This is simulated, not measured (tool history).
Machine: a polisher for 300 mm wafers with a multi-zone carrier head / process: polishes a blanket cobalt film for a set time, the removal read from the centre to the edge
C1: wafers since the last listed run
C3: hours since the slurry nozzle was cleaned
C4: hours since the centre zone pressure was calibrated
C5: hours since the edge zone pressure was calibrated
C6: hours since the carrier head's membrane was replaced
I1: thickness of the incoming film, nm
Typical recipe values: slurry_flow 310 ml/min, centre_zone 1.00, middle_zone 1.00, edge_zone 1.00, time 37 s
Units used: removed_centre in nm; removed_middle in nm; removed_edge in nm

Run 1, hour 0.0: usual settings but time 46 s; C1 0; wafers polished on this pad 983; C3 270.1; C4 747.1; C5 1035.5; C6 1412.3; I1 1500.6. Result: removed_centre 194.4 nm, removed_middle 198.7 nm, removed_edge 201.6 nm.
Run 2, hour 16.2: usual settings but slurry_flow 375 ml/min, edge_zone 1.07; C1 236; wafers polished on this pad 1219; C3 286.3; C4 763.3; C5 1051.7; C6 1428.5; I1 1541.0. Result: removed_centre 156.6 nm, removed_middle 162.1 nm, removed_edge 168.4 nm.
Run 3, hour 22.3: usual settings but slurry_flow 375 ml/min, edge_zone 1.07; C1 88; wafers polished on this pad 1308; C3 292.4; C4 769.4; C5 1057.8; C6 1434.6; I1 1501.9. Result: removed_centre 156.4 nm, removed_middle 161.5 nm, removed_edge 168.0 nm.
At hour 40.2: worn pad replaced by a new one.
Run 4, hour 40.7: usual settings but slurry_flow 375 ml/min, edge_zone 1.07; C1 209; wafers polished on this pad 7; C3 310.8; C4 787.8; C5 1076.2; C6 1453.0; I1 1518.2. Result: removed_centre 165.8 nm, removed_middle 174.5 nm, removed_edge 177.7 nm.
Run 5, hour 43.7: usual settings; C1 43; wafers polished on this pad 51; C3 313.8; C4 790.8; C5 1079.2; C6 1456.0; I1 1502.1. Result: removed_centre 162.1 nm, removed_middle 167.7 nm, removed_edge 169.9 nm.
Run 6, hour 60.0: usual settings; C1 237; wafers polished on this pad 288; C3 330.1; C4 807.1; C5 1095.5; C6 1472.3; I1 1521.7. Result: removed_centre 161.0 nm, removed_middle 164.1 nm, removed_edge 166.2 nm.
At hour 71.6: slurry nozzle cleaned.
Run 7, hour 113.3: usual settings but time 32 s; C1 762; wafers polished on this pad 1051; C3 41.7; C4 860.4; C5 1148.8; C6 1525.6; I1 1519.6. Result: removed_centre 135.1 nm, removed_middle 138.5 nm, removed_edge 139.6 nm.
Run 8, hour 121.5: usual settings but time 32 s; C1 119; wafers polished on this pad 1171; C3 49.9; C4 868.6; C5 1157.0; C6 1533.8; I1 1487.6. Result: removed_centre 135.1 nm, removed_middle 140.2 nm, removed_edge 139.6 nm.
At hour 135.2: centre zone pressure recalibrated.
Run 9, hour 138.7: usual settings but time 47 s; C1 221; wafers polished on this pad 1392; C3 67.1; C4 3.5; C5 1174.2; C6 1551.0; I1 1505.9. Result: removed_centre 194.8 nm, removed_middle 206.1 nm, removed_edge 203.2 nm.
At hour 147.7: carrier head's membrane replaced by a new one.
At hour 147.9: worn pad replaced by a new one.
Run 10, hour 149.5: usual settings but centre_zone 0.96, middle_zone 1.08, time 49 s; C1 81; wafers polished on this pad 23; C3 77.9; C4 14.3; C5 1185.0; C6 1.8; I1 1494.7. Result: removed_centre 209.0 nm, removed_middle 241.0 nm, removed_edge 224.3 nm.
Run 11, hour 162.2: usual settings but centre_zone 0.95, edge_zone 0.94, time 45 s; C1 185; wafers polished on this pad 208; C3 90.6; C4 27.0; C5 1197.7; C6 14.5; I1 1500.8. Result: removed_centre 188.8 nm, removed_middle 201.7 nm, removed_edge 200.7 nm.
Run 12, hour 171.8: usual settings but slurry_flow 250 ml/min, edge_zone 1.08, time 26 s; C1 139; wafers polished on this pad 348; C3 100.2; C4 36.6; C5 1207.3; C6 24.1; I1 1516.3. Result: removed_centre 110.7 nm, removed_middle 116.7 nm, removed_edge 120.1 nm.
Run 13, hour 177.9: usual settings but slurry_flow 230 ml/min; C1 88; wafers polished on this pad 437; C3 106.3; C4 42.7; C5 1213.4; C6 30.2; I1 1483.1. Result: removed_centre 155.9 nm, removed_middle 159.8 nm, removed_edge 162.8 nm.
Run 14, hour 186.5: usual settings but edge_zone 0.93, time 33 s; C1 125; wafers polished on this pad 563; C3 114.9; C4 51.3; C5 1222.0; C6 38.8; I1 1509.1. Result: removed_centre 143.5 nm, removed_middle 148.7 nm, removed_edge 143.0 nm.
At hour 194.5: edge zone pressure recalibrated.
Run 15, hour 203.9: usual settings but slurry_flow 410 ml/min, edge_zone 0.89; C1 224; wafers polished on this pad 787; C3 132.3; C4 68.7; C5 9.4; C6 56.2; I1 1501.4. Result: removed_centre 162.7 nm, removed_middle 166.5 nm, removed_edge 158.6 nm.
Run 16, hour 215.3: usual settings; C1 166; wafers polished on this pad 953; C3 143.7; C4 80.1; C5 20.8; C6 67.6; I1 1501.6. Result: removed_centre 156.3 nm, removed_middle 162.7 nm, removed_edge 163.5 nm.
Run 17, hour 222.5: usual settings but centre_zone 0.90, middle_zone 0.92; C1 104; wafers polished on this pad 1058; C3 150.9; C4 87.3; C5 28.0; C6 74.8; I1 1523.2. Result: removed_centre 139.6 nm, removed_middle 148.3 nm, removed_edge 162.5 nm.
Run 18, hour 230.3: usual settings but centre_zone 1.10, edge_zone 1.07; C1 113; wafers polished on this pad 1172; C3 158.7; C4 95.1; C5 35.8; C6 82.6; I1 1495.6. Result: removed_centre 169.2 nm, removed_middle 165.1 nm, removed_edge 168.2 nm.
Run 19, hour 248.1: usual settings but slurry_flow 270 ml/min, middle_zone 1.10, edge_zone 1.05, time 47 s; C1 259; wafers polished on this pad 1432; C3 176.5; C4 112.9; C5 53.6; C6 100.4; I1 1521.1. Result: removed_centre 190.3 nm, removed_middle 213.0 nm, removed_edge 203.3 nm.
At hour 252.4: worn pad replaced by a new one.
Run 20, hour 261.1: usual settings; C1 131; wafers polished on this pad 127; C3 189.5; C4 125.9; C5 66.6; C6 113.4; I1 1501.6. Result: removed_centre 161.4 nm, removed_middle 169.5 nm, removed_edge 168.7 nm.
Run 21, hour 271.3: usual settings; C1 148; wafers polished on this pad 276; C3 199.7; C4 136.1; C5 76.8; C6 123.6; I1 1485.1. Result: removed_centre 161.6 nm, removed_middle 168.2 nm, removed_edge 166.5 nm.
Run 22, hour 278.7: usual settings but edge_zone 0.97; C1 107; wafers polished on this pad 383; C3 207.1; C4 143.5; C5 84.2; C6 131.0; I1 1502.6. Result: removed_centre 159.9 nm, removed_middle 165.6 nm, removed_edge 162.1 nm.
Run 23, hour 295.5: usual settings; C1 244; wafers polished on this pad 628; C3 223.9; C4 160.3; C5 101.0; C6 147.8; I1 1519.4. Result: removed_centre 156.8 nm, removed_middle 162.3 nm, removed_edge 164.0 nm.

Below, some changes in removed_centre between adjacent runs. For each, the amount present without the hidden state too (settings, incoming material, random variation) and the amount remaining for the hidden state with gauge scatter not shared by both compared results:
The tool's hidden condition here consists of: removal rate lost through wear of the pad, %; slurry flow missing at the pad, %; deviation of the centre zone's pressure from its setpoint, %; deviation of the edge zone's pressure from its setpoint, %.
Run 8 -> 9: time 32 -> 47, centre zone pressure recalibrated. removed_centre +59.7 nm: hidden state -6.0, all else +65.7.
Run 9 -> 10: centre_zone 1.00 -> 0.96, middle_zone 1.00 -> 1.08, time 47 -> 49, carrier head's membrane replaced by a new one, worn pad replaced by a new one. removed_centre +14.2 nm: hidden state +13.4, all else +0.8.
Run 11 -> 12: slurry_flow 310 -> 250, centre_zone 0.95 -> 1.00, edge_zone 0.94 -> 1.08, time 45 -> 26. removed_centre -78.1 nm: hidden state +0.1, all else -78.2.
Run 19 -> 20: slurry_flow 270 -> 310, middle_zone 1.10 -> 1.00, edge_zone 1.05 -> 1.00, time 47 -> 37, worn pad replaced by a new one. removed_centre -28.9 nm: hidden state +10.8, all else -39.7.
